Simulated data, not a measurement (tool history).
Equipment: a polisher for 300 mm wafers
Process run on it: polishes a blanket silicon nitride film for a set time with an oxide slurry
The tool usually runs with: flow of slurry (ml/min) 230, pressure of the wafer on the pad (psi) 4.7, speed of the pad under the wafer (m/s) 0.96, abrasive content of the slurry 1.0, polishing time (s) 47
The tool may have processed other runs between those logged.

run	hour	flow of slurry (ml/min)	pressure of the wafer on the pad (psi)	speed of the pad under the wafer (m/s)	abrasive content of the slurry	polishing time (s)	wafers since the last listed run	wafers polished on this pad	hours since the slurry nozzle was cleaned	hours since the head pressure was calibrated	hours since the slurry blender was calibrated	hours since the conditioning disc was replaced	incoming thickness of the incoming film, nm	film removed (angstrom)
1	0.0	230	4.7	0.96	1.0	47	0	786	607.6	378.4	431.5	165.8	335.3	318
# hour 58.4: conditioning disc replaced and pad reconditioned
# hour 72.2: slurry blender recalibrated
2	83.8	230	5.9	0.96	1.0	47	819	1605	691.4	462.2	11.6	25.4	339.3	416
# hour 108.5: head pressure recalibrated
# hour 127.2: slurry nozzle cleaned
# hour 139.8: worn pad replaced by a new one
3	161.3	230	5.9	0.96	1.0	47	724	220	34.1	52.8	89.1	102.9	335.1	417
4	269.2	230	5.9	0.96	1.0	47	1108	1329	142.0	160.7	197.0	210.8	339.7	411
# hour 283.2: conditioning disc replaced and pad reconditioned
5	363.8	230	4.7	0.72	1.0	47	951	2280	236.6	255.3	291.6	80.6	337.0	271
# hour 376.8: worn pad replaced by a new one
# hour 454.6: slurry blender recalibrated
6	468.0	230	4.7	0.72	1.0	47	1008	916	340.8	359.5	13.4	184.8	333.4	278
# hour 517.3: conditioning disc replaced and pad reconditioned
# hour 545.0: head pressure recalibrated
# hour 593.3: worn pad replaced by a new one, of another model than before
7	645.0	230	5.5	0.96	1.1	47	1736	531	517.8	100.0	190.4	127.7	343.0	390
8	731.1	230	4.7	0.96	1.0	33	884	1416	603.9	186.1	276.5	213.8	333.2	235
# hour 751.2: conditioning disc replaced and pad reconditioned
9	800.8	175	6.1	0.96	1.0	47	695	2111	673.6	255.8	346.2	49.6	338.5	364
# hour 843.9: worn pad replaced by a new one
# hour 912.9: slurry blender recalibrated
10	914.1	230	4.7	0.96	1.0	47	1102	700	786.9	369.1	1.2	162.9	342.0	347
# hour 916.9: slurry nozzle cleaned
# hour 968.5: head pressure recalibrated
11	1012.6	190	4.7	0.96	0.7	38	981	1682	95.7	44.1	99.7	261.4	339.7	202
# hour 1030.9: conditioning disc replaced and pad reconditioned
# hour 1105.9: worn pad replaced by a new one
12	1118.5	230	3.8	1.22	1.0	47	1026	129	201.6	150.0	205.6	87.6	332.5	353
13	1159.3	230	4.7	0.96	1.0	47	419	549	242.4	190.8	246.4	128.4	344.4	343
14	1237.7	230	3.6	1.24	1.0	35	805	1354	320.8	269.2	324.8	206.8	339.1	252

Hidden state at the last listed run before each entry between runs and at the first one after, where it differs:
In the gap between runs 1 and 2: conditioning disc replaced and pad reconditioned (hour 58.4); slurry blender recalibrated (hour 72.2)
  abrasive missing from the slurry, %: 10.3 -> 0.233
  measured less the result without the state, film removed (angstrom): -26 -> -1
In the gap between runs 2 and 3: head pressure recalibrated (hour 108.5); slurry nozzle cleaned (hour 127.2); worn pad replaced by a new one (hour 139.8)
  abrasive missing from the slurry, %: 0.233 -> 0.616
  measured less the result without the state, film removed (angstrom): -1 -> -2
In the gap between runs 4 and 5: conditioning disc replaced and pad reconditioned (hour 283.2)
  abrasive missing from the slurry, %: 2.13 -> 4.39
  measured less the result without the state, film removed (angstrom): -6 -> -8
In the gap between runs 5 and 6: worn pad replaced by a new one (hour 376.8); slurry blender recalibrated (hour 454.6)
  abrasive missing from the slurry, %: 4.39 -> 0.189
  measured less the result without the state, film removed (angstrom): -8 -> +0
In the gap between runs 6 and 7: conditioning disc replaced and pad reconditioned (hour 517.3); head pressure recalibrated (hour 545.0); worn pad replaced by a new one, of another model than before (hour 593.3)
  abrasive missing from the slurry, %: 0.189 -> 1.96
  measured less the result without the state, film removed (angstrom): +0 -> -5
In the gap between runs 8 and 9: conditioning disc replaced and pad reconditioned (hour 751.2)
  abrasive missing from the slurry, %: 3.93 -> 6.05
  measured less the result without the state, film removed (angstrom): -7 -> -16
In the gap between runs 9 and 10: worn pad replaced by a new one (hour 843.9); slurry blender recalibrated (hour 912.9)
  abrasive missing from the slurry, %: 6.05 -> 0.177
  measured less the result without the state, film removed (angstrom): -16 -> -1
In the gap between runs 10 and 11: slurry nozzle cleaned (hour 916.9); head pressure recalibrated (hour 968.5)
  abrasive missing from the slurry, %: 0.177 -> 0.664
  measured less the result without the state, film removed (angstrom): -1 -> -1
In the gap between runs 11 and 12: conditioning disc replaced and pad reconditioned (hour 1030.9); worn pad replaced by a new one (hour 1105.9)
  abrasive missing from the slurry, %: 0.664 -> 2.25
  measured less the result without the state, film removed (angstrom): -1 -> -6
